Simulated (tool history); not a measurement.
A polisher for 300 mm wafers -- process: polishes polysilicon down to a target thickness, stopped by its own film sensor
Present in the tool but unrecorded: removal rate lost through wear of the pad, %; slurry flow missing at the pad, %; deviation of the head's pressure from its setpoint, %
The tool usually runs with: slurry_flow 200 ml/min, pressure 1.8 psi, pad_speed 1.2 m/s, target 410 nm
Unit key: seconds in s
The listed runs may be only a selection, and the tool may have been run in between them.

run      day  slurry_flow  pressure  pad_speed  target  wafers since the last listed run  wafers polished on this pad  hours since the slurry nozzle was cleaned  hours since the head pressure was calibrated  incoming thickness of the incoming film, nm  seconds
  1        0          200       1.8        1.2     410                                 0                         2690                                       90.5                                         288.6                                        739.6     44.6
  2    1.908          170       1.8       1.52     410                               307                         2998                                      136.3                                         334.4                                        739.5     37.4
  3    3.138          170       1.8       1.52     410                               198                         3196                                      165.8                                         363.9                                          725     37.1
        10.1  -- worn pad replaced by a new one
  4   11.046          170       1.8       1.52     410                              1248                          152                                      355.6                                         553.7                                        739.9     36.6
  5   18.212          200       1.8        1.2     410                              1155                         1308                                      527.6                                         725.7                                        750.1     46.2
  6   19.958          200       1.8        1.2     410                               281                         1589                                      569.5                                         767.6                                        732.4       43
  7   22.554          200       1.8        1.2     410                               418                         2008                                      631.8                                         829.9                                        750.2     45.8
  8   24.012          200       1.8        1.2     410                               235                         2243                                      666.8                                         864.9                                        738.5     42.1
      25.204  -- slurry nozzle cleaned
  9   25.354          200       1.8        1.2     410                               209                         2452                                        3.6                                         897.1                                        740.1     44.3
 10   32.967          255       1.8        1.2     501                              1227                         3680                                      186.3                                        1079.8                                          741     31.3
      33.283  -- worn pad replaced by a new one
 11   34.904          200       1.8        1.2     410                               285                          261                                      232.8                                        1126.3                                          750     44.9
 12   37.254          200       1.8        1.2     410                               378                          640                                      289.2                                        1182.7                                        727.8     41.9
 13    39.25          200       1.8        1.2     410                               321                          962                                      337.1                                        1230.6                                        745.6     43.7
 14   42.488          200       1.8        1.2     410                               522                         1484                                      414.8                                        1308.3                                        741.6     43.2
      43.146  -- head pressure recalibrated
 15   44.204          260         2        0.8     520                               263                         1747                                        456                                          25.4                                        730.3     32.2
 16   46.821          200       1.8        1.2     410                               421                         2169                                      518.8                                          88.2                                        737.2     41.4
 17    49.45          200       1.8        1.2     410                               423                         2593                                      581.9                                         151.3                                          730     40.4
      50.108  -- slurry nozzle cleaned
 18   51.575          230       1.8       1.56     410                               335                         2929                                       35.2                                         202.3                                        741.9     31.9
 19   52.838          170       2.2        1.4     410                               203                         3132                                       65.5                                         232.6                                        750.1     30.8
 20   54.546          200       1.8       0.96     329                               275                         3408                                      106.5                                         273.6                                        726.4       57
 21   56.646          200       2.2        1.2     511                               338                         3746                                      156.9                                           324                                        735.2     22.1
      58.692  -- worn pad replaced by a new one
 22   62.817          180       2.3        1.2     524                               968                          665                                        305                                         472.1                                        732.6     19.7
 23   63.858          200       1.8       1.54     410                               167                          833                                        330                                         497.1                                        735.7     32.1
 24   66.067          140       2.4       0.88     410                               356                         1189                                        383                                         550.1                                        748.5     40.3
      68.154  -- head pressure recalibrated, repeated, since the last time left the tool worse
 25   68.775          200       1.8        1.2     410                               423                         1612                                        448                                          14.9                                        738.9     45.4
      73.017  -- slurry nozzle cleaned
 26   76.446          200       1.8        1.2     410                              1230                         2842                                       82.3                                           199                                        745.9     46.4
 27   77.983          240       2.2       1.32     525                               247                         3090                                      119.2                                         235.9                                        730.2     21.3
 28   79.117          230       1.8        1.2     410                               182                         3273                                      146.4                                         263.1                                        732.1     43.3
 29   81.196          270       1.8        1.2     410                               335                         3608                                      196.3                                           313                                        739.9     44.2
      82.942  -- worn pad replaced by a new one
 30   84.075          230       2.2        1.2     410                               437                          182                                      265.4                                         382.1                                        751.6     38.6
 31   89.946          160       1.8        1.2     410                               946                         1129                                      406.3                                           523                                        742.5     46.2
 32   91.983          260       1.8       0.86     355                               328                         1457                                      455.2                                         571.9                                        745.4     69.6
 33   94.179          200       1.8       1.04     410                               354                         1811                                      507.9                                         624.6                                        739.2     52.4
 34   96.162          200       1.8        1.2     493                               319                         2131                                      555.5                                         672.2                                        740.3     34.2
        97.7  -- slurry nozzle cleaned
 35   98.675          200       1.8        1.2     410                               398                         2530                                       23.4                                         732.5                                        734.6     43.7
 36  101.483          175         2       1.58     328                               452                         2982                                       90.8                                         799.9                                        755.5     43.1
 37  103.404          140       1.2        1.2     410                               309                         3292                                      136.9                                           846                                        734.1     66.9
 38  104.846          200       1.8        1.2     410                               232                         3525                                      171.5                                         880.6                                        743.8     43.9

For each entry between runs, how does the tool's hidden state at the last listed run before it compare with that at the first listed run after it?
Logged between run 3 and run 4: worn pad replaced by a new one (day 10.1)
  deviation of the head's pressure from its setpoint, %: 1.88 -> 2.89
  measured less the result without the state, seconds: -0.7 -> -1 s
Logged between run 8 and run 9: slurry nozzle cleaned (day 25.204)
  deviation of the head's pressure from its setpoint, %: 4.56 -> 4.73
  measured less the result without the state, seconds: -2 -> -2.1 s
Logged between run 10 and run 11: worn pad replaced by a new one (day 33.283)
  deviation of the head's pressure from its setpoint, %: 5.71 -> 5.95
  measured less the result without the state, seconds: -1.7 -> -2.7 s
Logged between run 14 and run 15: head pressure recalibrated (day 43.146)
  deviation of the head's pressure from its setpoint, %: 6.93 -> 12.6
  measured less the result without the state, seconds: -3 -> -4 s
Logged between run 17 and run 18: slurry nozzle cleaned (day 50.108)
  deviation of the head's pressure from its setpoint, %: 13.3 -> 13.5
  measured less the result without the state, seconds: -5.3 -> -4.3 s
Logged between run 21 and run 22: worn pad replaced by a new one (day 58.692)
  deviation of the head's pressure from its setpoint, %: 14.2 -> 15
  measured less the result without the state, seconds: -3.1 -> -3 s
Logged between run 24 and run 25: head pressure recalibrated, repeated, since the last time left the tool worse (day 68.154)
  deviation of the head's pressure from its setpoint, %: 15.4 -> -0.797
  measured less the result without the state, seconds: -6.2 -> +0.3 s
Logged between run 25 and run 26: slurry nozzle cleaned (day 73.017)
  deviation of the head's pressure from its setpoint, %: -0.797 -> 0.187
  measured less the result without the state, seconds: +0.3 -> -0.1 s
Logged between run 29 and run 30: worn pad replaced by a new one (day 82.942)
  deviation of the head's pressure from its setpoint, %: 0.796 -> 1.17
  measured less the result without the state, seconds: -0.3 -> -0.4 s
Logged between run 34 and run 35: slurry nozzle cleaned (day 97.7)
  deviation of the head's pressure from its setpoint, %: 2.72 -> 3.04
  measured less the result without the state, seconds: -0.9 -> -1.3 s

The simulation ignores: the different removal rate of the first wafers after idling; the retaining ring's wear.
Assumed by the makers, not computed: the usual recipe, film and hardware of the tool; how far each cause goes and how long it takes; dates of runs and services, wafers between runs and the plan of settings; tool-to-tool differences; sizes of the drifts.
